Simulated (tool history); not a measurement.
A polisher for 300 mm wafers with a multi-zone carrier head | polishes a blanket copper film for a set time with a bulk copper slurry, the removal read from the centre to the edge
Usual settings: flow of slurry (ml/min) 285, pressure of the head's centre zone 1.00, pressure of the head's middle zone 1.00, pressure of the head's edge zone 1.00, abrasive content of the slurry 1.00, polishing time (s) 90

| run | hour | flow of slurry (ml/min) | pressure of the head's centre zone | pressure of the head's middle zone | pressure of the head's edge zone | abrasive content of the slurry | polishing time (s) | incoming thickness of the incoming film, nm | film removed at the wafer's centre (angstrom) |
|---|---|---|---|---|---|---|---|---|---|
| 1 | 0.0 | 285 | 1.00 | 1.00 | 1.00 | 1.00 | 90 | 4075.6 | 12281 |
| 2 | 26.0 | 335 | 1.00 | 1.11 | 1.00 | 1.00 | 90 | 4006.5 | 12744 |
| 3 | 60.1 | 360 | 1.00 | 1.00 | 1.00 | 1.00 | 90 | 4057.4 | 12730 |
| 4 | 73.4 | 285 | 1.00 | 1.00 | 1.00 | 1.00 | 90 | 4012.9 | 12400 |
| 5 | 87.9 | 285 | 1.00 | 0.92 | 1.00 | 1.00 | 90 | 3945.5 | 12450 |
| 6 | 119.4 | 345 | 1.00 | 1.00 | 0.95 | 1.00 | 90 | 4078.3 | 12585 |
| 7 | 149.9 | 285 | 1.00 | 1.00 | 1.00 | 1.00 | 90 | 3995.3 | 11131 |
| 8 | 178.6 | 285 | 1.00 | 1.00 | 1.00 | 1.20 | 90 | 4018.9 | 11381 |
| 9 | 206.2 | 285 | 1.00 | 1.00 | 1.00 | 1.00 | 90 | 4063.1 | 11275 |
| 10 | 231.0 | 285 | 1.00 | 1.00 | 1.00 | 1.00 | 90 | 4000.5 | 11358 |
| 11 | 259.4 | 190 | 1.09 | 1.00 | 1.07 | 1.00 | 90 | 4080.0 | 11642 |
| 12 | 273.6 | 285 | 1.08 | 1.04 | 1.08 | 1.00 | 90 | 4006.8 | 12390 |
| 13 | 301.7 | 205 | 1.00 | 1.00 | 1.00 | 1.00 | 90 | 4061.3 | 11159 |
| 14 | 336.4 | 285 | 1.09 | 1.10 | 0.97 | 0.70 | 90 | 3995.3 | 11839 |
| 15 | 365.5 | 285 | 1.00 | 1.04 | 1.07 | 0.85 | 90 | 4020.2 | 11201 |
| 16 | 380.2 | 285 | 1.00 | 1.00 | 1.00 | 1.00 | 90 | 4000.4 | 11406 |
| 17 | 403.8 | 240 | 1.00 | 1.00 | 1.10 | 0.80 | 90 | 4068.1 | 10990 |
| 18 | 436.1 | 285 | 1.00 | 1.00 | 1.00 | 1.00 | 90 | 4043.1 | 11748 |
| 19 | 465.5 | 285 | 1.00 | 1.00 | 1.00 | 1.00 | 90 | 4025.3 | 11842 |
| 20 | 479.4 | 285 | 1.10 | 1.00 | 0.90 | 1.00 | 90 | 4010.7 | 12777 |

Taken out of this log: 3 entries between the listed runs. Where each belongs, and how the hidden state differs across it:
Between runs 6 and 7: centre zone pressure recalibrated (hour 148.8)
  deviation of the centre zone's pressure from its setpoint, %: 12.7 -> -1.43
  measured less the result without the state, film removed at the wafer's centre (angstrom): +1200 -> -134
Between runs 8 and 9: worn pad replaced by a new one (hour 186.3)
  deviation of the centre zone's pressure from its setpoint, %: -0.53 -> 0.278
  measured less the result without the state, film removed at the wafer's centre (angstrom): -50 -> +26
Between runs 18 and 19: worn pad replaced by a new one (hour 458.6)
  deviation of the centre zone's pressure from its setpoint, %: 5.17 -> 5.61
  measured less the result without the state, film removed at the wafer's centre (angstrom): +482 -> +525

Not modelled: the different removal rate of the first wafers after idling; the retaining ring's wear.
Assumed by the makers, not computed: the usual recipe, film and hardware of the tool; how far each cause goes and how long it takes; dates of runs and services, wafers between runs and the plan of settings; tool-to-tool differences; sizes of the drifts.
